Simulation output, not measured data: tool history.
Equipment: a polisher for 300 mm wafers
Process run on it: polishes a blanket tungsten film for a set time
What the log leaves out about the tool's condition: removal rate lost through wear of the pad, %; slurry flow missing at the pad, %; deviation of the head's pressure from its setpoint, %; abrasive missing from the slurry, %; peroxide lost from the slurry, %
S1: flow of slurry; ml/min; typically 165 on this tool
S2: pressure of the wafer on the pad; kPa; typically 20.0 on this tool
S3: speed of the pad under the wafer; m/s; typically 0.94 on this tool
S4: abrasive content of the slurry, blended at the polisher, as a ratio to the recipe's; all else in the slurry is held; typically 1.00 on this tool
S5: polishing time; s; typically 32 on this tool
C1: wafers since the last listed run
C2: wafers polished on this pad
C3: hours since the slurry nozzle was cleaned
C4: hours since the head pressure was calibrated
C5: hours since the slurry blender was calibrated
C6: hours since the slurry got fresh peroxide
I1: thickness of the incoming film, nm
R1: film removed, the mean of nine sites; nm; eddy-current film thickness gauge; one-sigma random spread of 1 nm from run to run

{"run": 1, "hour": 0.0, "S1": 165, "S2": 20.0, "S3": 0.94, "S4": 1.0, "S5": 32, "C1": 0, "C2": 2293, "C3": 0.5, "C4": 358.4, "C5": 148.1, "C6": 118.0, "I1": 1205.1, "R1": 103.6}
{"hour": 10.0, "done": "head pressure recalibrated"}
{"run": 2, "hour": 14.8, "S1": 165, "S2": 20.0, "S3": 0.94, "S4": 1.0, "S5": 32, "C1": 189, "C2": 2482, "C3": 15.3, "C4": 4.8, "C5": 162.9, "C6": 132.8, "I1": 1237.0, "R1": 91.3}
{"run": 3, "hour": 37.6, "S1": 165, "S2": 20.0, "S3": 0.94, "S4": 1.0, "S5": 32, "C1": 337, "C2": 2820, "C3": 38.1, "C4": 27.6, "C5": 185.7, "C6": 155.6, "I1": 1203.8, "R1": 91.3}
{"run": 4, "hour": 69.5, "S1": 120, "S2": 20.0, "S3": 1.12, "S4": 0.8, "S5": 32, "C1": 471, "C2": 3292, "C3": 70.0, "C4": 59.5, "C5": 217.6, "C6": 187.5, "I1": 1216.3, "R1": 95.9}
{"hour": 94.1, "done": "worn pad replaced by a new one"}
{"hour": 99.4, "done": "slurry tank refilled with fresh slurry and peroxide"}
{"run": 5, "hour": 101.8, "S1": 165, "S2": 20.0, "S3": 0.94, "S4": 1.0, "S5": 32, "C1": 403, "C2": 99, "C3": 102.3, "C4": 91.8, "C5": 249.9, "C6": 2.4, "I1": 1232.4, "R1": 94.4}
{"hour": 104.6, "done": "slurry blender recalibrated"}
{"run": 6, "hour": 134.9, "S1": 115, "S2": 16.5, "S3": 1.16, "S4": 1.0, "S5": 32, "C1": 460, "C2": 559, "C3": 135.4, "C4": 124.9, "C5": 30.3, "C6": 35.5, "I1": 1197.7, "R1": 92.6}
{"run": 7, "hour": 166.4, "S1": 180, "S2": 20.0, "S3": 0.74, "S4": 0.85, "S5": 39, "C1": 466, "C2": 1025, "C3": 166.9, "C4": 156.4, "C5": 61.8, "C6": 67.0, "I1": 1235.4, "R1": 102.9}
{"run": 8, "hour": 198.3, "S1": 165, "S2": 20.0, "S3": 0.94, "S4": 1.0, "S5": 32, "C1": 471, "C2": 1497, "C3": 198.8, "C4": 188.3, "C5": 93.7, "C6": 98.9, "I1": 1232.4, "R1": 97.5}
{"run": 9, "hour": 228.3, "S1": 165, "S2": 20.0, "S3": 0.94, "S4": 1.0, "S5": 32, "C1": 443, "C2": 1941, "C3": 228.8, "C4": 218.3, "C5": 123.7, "C6": 128.9, "I1": 1212.6, "R1": 97.6}
{"run": 10, "hour": 245.6, "S1": 210, "S2": 20.0, "S3": 0.94, "S4": 0.7, "S5": 27, "C1": 255, "C2": 2197, "C3": 246.1, "C4": 235.6, "C5": 141.0, "C6": 146.2, "I1": 1207.6, "R1": 80.5}
{"run": 11, "hour": 267.2, "S1": 165, "S2": 20.0, "S3": 0.94, "S4": 1.0, "S5": 32, "C1": 319, "C2": 2517, "C3": 267.7, "C4": 257.2, "C5": 162.6, "C6": 167.8, "I1": 1203.8, "R1": 97.2}
{"run": 12, "hour": 281.2, "S1": 165, "S2": 20.0, "S3": 0.94, "S4": 1.0, "S5": 32, "C1": 207, "C2": 2724, "C3": 281.7, "C4": 271.2, "C5": 176.6, "C6": 181.8, "I1": 1212.2, "R1": 97.2}
{"run": 13, "hour": 299.9, "S1": 165, "S2": 20.0, "S3": 0.94, "S4": 1.0, "S5": 32, "C1": 276, "C2": 3000, "C3": 300.4, "C4": 289.9, "C5": 195.3, "C6": 200.5, "I1": 1203.1, "R1": 98.3}
{"hour": 318.5, "done": "worn pad replaced by a new one"}
{"hour": 326.0, "done": "head pressure recalibrated"}
{"run": 14, "hour": 326.9, "S1": 210, "S2": 24.8, "S3": 1.2, "S4": 1.1, "S5": 32, "C1": 310, "C2": 94, "C3": 327.4, "C4": 0.9, "C5": 222.3, "C6": 227.5, "I1": 1215.2, "R1": 136.0}
{"hour": 335.0, "done": "slurry tank refilled with fresh slurry and peroxide"}
{"hour": 347.9, "done": "slurry nozzle cleaned"}
{"run": 15, "hour": 352.8, "S1": 165, "S2": 17.9, "S3": 0.94, "S4": 1.2, "S5": 32, "C1": 353, "C2": 447, "C3": 4.9, "C4": 26.8, "C5": 248.2, "C6": 17.8, "I1": 1237.7, "R1": 88.7}
{"run": 16, "hour": 385.8, "S1": 215, "S2": 20.0, "S3": 0.94, "S4": 1.0, "S5": 32, "C1": 488, "C2": 936, "C3": 37.9, "C4": 59.8, "C5": 281.2, "C6": 50.8, "I1": 1233.4, "R1": 98.2}
{"hour": 388.2, "done": "slurry blender recalibrated"}
{"run": 17, "hour": 421.6, "S1": 165, "S2": 20.0, "S3": 0.94, "S4": 1.0, "S5": 32, "C1": 500, "C2": 1436, "C3": 73.7, "C4": 95.6, "C5": 33.4, "C6": 86.6, "I1": 1219.6, "R1": 101.2}
{"run": 18, "hour": 515.9, "S1": 165, "S2": 20.0, "S3": 0.94, "S4": 1.0, "S5": 32, "C1": 1395, "C2": 2831, "C3": 168.0, "C4": 189.9, "C5": 127.7, "C6": 180.9, "I1": 1233.6, "R1": 101.0}
{"run": 19, "hour": 530.0, "S1": 165, "S2": 20.0, "S3": 1.0, "S4": 1.0, "S5": 32, "C1": 208, "C2": 3040, "C3": 182.1, "C4": 204.0, "C5": 141.8, "C6": 195.0, "I1": 1241.1, "R1": 104.3}
{"run": 20, "hour": 563.4, "S1": 165, "S2": 13.1, "S3": 1.24, "S4": 1.0, "S5": 35, "C1": 494, "C2": 3534, "C3": 215.5, "C4": 237.4, "C5": 175.2, "C6": 228.4, "I1": 1208.1, "R1": 93.7}
{"hour": 593.5, "done": "slurry tank refilled with fresh slurry and peroxide"}
{"run": 21, "hour": 598.1, "S1": 165, "S2": 26.9, "S3": 0.94, "S4": 1.25, "S5": 40, "C1": 498, "C2": 4032, "C3": 250.2, "C4": 272.1, "C5": 209.9, "C6": 4.6, "I1": 1218.9, "R1": 170.1}
{"hour": 605.0, "done": "worn pad replaced by a new one"}
{"run": 22, "hour": 625.9, "S1": 165, "S2": 20.0, "S3": 0.94, "S4": 1.0, "S5": 32, "C1": 352, "C2": 308, "C3": 278.0, "C4": 299.9, "C5": 237.7, "C6": 32.4, "I1": 1214.5, "R1": 101.1}
{"run": 23, "hour": 641.4, "S1": 165, "S2": 20.0, "S3": 0.94, "S4": 1.0, "S5": 40, "C1": 229, "C2": 538, "C3": 293.5, "C4": 315.4, "C5": 253.2, "C6": 47.9, "I1": 1232.7, "R1": 129.5}
{"hour": 649.1, "done": "head pressure recalibrated"}
{"run": 24, "hour": 660.4, "S1": 165, "S2": 20.0, "S3": 0.94, "S4": 0.9, "S5": 28, "C1": 251, "C2": 789, "C3": 312.5, "C4": 11.3, "C5": 272.2, "C6": 66.9, "I1": 1242.8, "R1": 78.0}
{"hour": 668.7, "done": "slurry blender recalibrated"}
{"run": 25, "hour": 679.9, "S1": 225, "S2": 22.8, "S3": 1.14, "S4": 1.0, "S5": 25, "C1": 258, "C2": 1048, "C3": 332.0, "C4": 30.8, "C5": 11.2, "C6": 86.4, "I1": 1199.7, "R1": 99.1}
{"run": 26, "hour": 695.6, "S1": 165, "S2": 20.0, "S3": 1.2, "S4": 1.0, "S5": 32, "C1": 232, "C2": 1280, "C3": 347.7, "C4": 46.5, "C5": 26.9, "C6": 102.1, "I1": 1196.0, "R1": 114.5}
{"run": 27, "hour": 713.0, "S1": 135, "S2": 16.5, "S3": 0.94, "S4": 1.25, "S5": 32, "C1": 257, "C2": 1538, "C3": 365.1, "C4": 63.9, "C5": 44.3, "C6": 119.5, "I1": 1200.9, "R1": 83.4}

Each row is a separate what-if for the run after 27, all from the same tool condition, not one after another. Results?
{"run": "A", "hour": 713.4, "S1": 165, "S2": 20.0, "S3": 0.94, "S4": 1.0, "S5": 32, "C1": 5, "C2": 1544, "C3": 365.5, "C4": 64.3, "C5": 44.7, "C6": 119.9, "I1": 1232.0, "R1": "?"}
{"run": "B", "hour": 713.4, "S1": 115, "S2": 20.0, "S3": 0.94, "S4": 0.85, "S5": 32, "C1": 5, "C2": 1544, "C3": 365.5, "C4": 64.3, "C5": 44.7, "C6": 119.9, "I1": 1232.0, "R1": "?"}
{"run": "C", "hour": 713.4, "S1": 165, "S2": 20.0, "S3": 0.94, "S4": 1.0, "S5": 42, "C1": 5, "C2": 1544, "C3": 365.5, "C4": 64.3, "C5": 44.7, "C6": 119.9, "I1": 1232.0, "R1": "?"}

run=A R1=97.0
run=B R1=90.3
run=C R1=127.3
Stripped of hidden state, with their random variation kept, the same runs would have yielded:
run=A R1=98.8
run=B R1=91.9
run=C R1=129.7
